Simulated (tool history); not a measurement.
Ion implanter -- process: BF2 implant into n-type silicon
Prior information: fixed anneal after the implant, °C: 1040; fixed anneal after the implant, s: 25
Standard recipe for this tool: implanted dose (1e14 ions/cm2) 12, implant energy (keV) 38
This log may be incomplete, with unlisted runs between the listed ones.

run,hour,implanted dose (1e14 ions/cm2),implant energy (keV),wafers since the last listed run,hours since the last dose calibration,hours since the extraction supply was calibrated,hours since the gauge calibration,"read-back reference wafer on the same gauge, sheet resistance",sheet resistance of the implanted and annealed layer (ohm/square)
1,0,12,29,0,1416.1,3708.3,171,129.99,128.18
2,23.1,12,38,394,1439.2,3731.4,194.1,130.06,119.88
3,53.6,12,38,521,1469.7,3761.9,224.6,129.98,120.15
4,72.5,12,38,322,1488.6,3780.8,243.5,130.12,119.89
5,95.8,12,38,398,1511.9,3804.1,266.8,130.01,119.91
6,121.4,9.54,38,437,1537.5,3829.7,292.4,130.03,141.31
7,140.6,9.54,38,328,1556.7,3848.9,311.6,129.98,141.38
# hour 150.2: extraction supply calibrated
8,164.3,8.85,33,268,1580.4,14.1,335.3,129.99,153.51
9,185.1,14.38,34.5,355,1601.2,34.9,356.1,130.06,112.08
# hour 203: gauge calibrated
10,209,12,38,408,1625.1,58.8,6,129.98,120.72

Run 11 has not been measured yet. What should we expect?
11,227.2,12,38,311,1643.3,77,24.2,?,?

read-back reference wafer on the same gauge, sheet resistance: 130
sheet resistance of the implanted and annealed layer (ohm/square): 120.56
With no hidden state in the tool, this same run would have given sheet resistance of the implanted and annealed layer (ohm/square) 118.09.

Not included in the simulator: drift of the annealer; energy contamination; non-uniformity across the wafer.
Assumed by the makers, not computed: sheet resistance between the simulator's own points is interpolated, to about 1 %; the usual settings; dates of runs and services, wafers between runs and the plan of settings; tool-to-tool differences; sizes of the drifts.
